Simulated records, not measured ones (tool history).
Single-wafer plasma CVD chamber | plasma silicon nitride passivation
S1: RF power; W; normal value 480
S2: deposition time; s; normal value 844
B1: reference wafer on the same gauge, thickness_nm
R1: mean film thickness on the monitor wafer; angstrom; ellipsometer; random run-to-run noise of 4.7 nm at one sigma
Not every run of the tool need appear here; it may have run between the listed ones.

run	day	S1	S2	B1	R1
1	0	510	844	1578.038	13411.33
2	0.554	510	844	1580.285	13490.42
3	1.346	480	844	1580.422	13297.56
4	2.254	480	844	1579.846	13175.11
5	3.383	480	844	1579.738	13290
6	4.421	480	844	1580.405	13193.64
7	4.958	480	844	1579.928	13206.5
8	6.112	540	966	1578.485	15720.19
9	6.854	540	966	1580.076	15557.52
10	8.004	540	966	1579.09	15674.06
11	8.725	480	844	1580.904	13142.68
12	9.404	480	844	1579.725	13183.72
13	9.979	480	844	1579.889	13139.14
14	10.558	530	844	1580.746	13479.08
15	11.608	530	844	1579.784	13514.96
16	12.854	530	844	1579.695	13542.12
17	14.138	480	734	1579.574	11406.16
18	14.775	480	734	1580.365	11356.16
19	16.146	480	734	1580.181	11409.27
# day 16.892: showerhead replaced
20	17.383	540	844	1579.823	13523.59
21	18.425	480	844	1580.528	13140.89
22	19.338	480	844	1581	13094.35
23	20.317	575	989	1580.641	16070.41
24	21.583	410	755	1581.117	11207.81
25	23.071	400	844	1580.545	12420.98
# day 24.371: RF generator calibrated
26	24.392	560	703	1579.406	11745.1
27	25.154	510	844	1579.952	13592.62
28	26.375	385	844	1578.889	12610.77
29	26.967	395	958	1579.825	14456.85
30	27.8	480	844	1581.492	13398.56
31	28.662	395	844	1579.726	12710.82
# day 29.021: gauge calibrated
32	29.404	395	889	1579.785	13352.85
33	30.588	480	844	1579.954	13429.98
34	31.858	430	695	1580.546	10645.42
35	33.692	480	844	1579.696	13271.2
36	35.15	555	676	1578.353	11143.85
37	36.971	505	975	1581.119	15728.18
38	37.588	480	844	1579.969	13319.33
39	38.567	480	844	1581.822	13400.3
40	39.529	550	1005	1579.036	16552.07

Forecast each of these 5 alternatives for the next run:
A	39.554	525	844	?	?
B	39.554	425	746	?	?
C	39.554	480	788	?	?
D	39.554	400	764	?	?
E	39.554	525	915	?	?

run	B1	R1
A	1579.43	13654.92
B	1579.43	11352.24
C	1579.43	12421.32
D	1579.43	11424.58
E	1579.43	14803.61
Take away the tool's hidden state, keep each run's random variation, and the runs would have read:
run	R1
A	13753.22
B	11433.97
C	12510.74
D	11506.83
E	14910.19
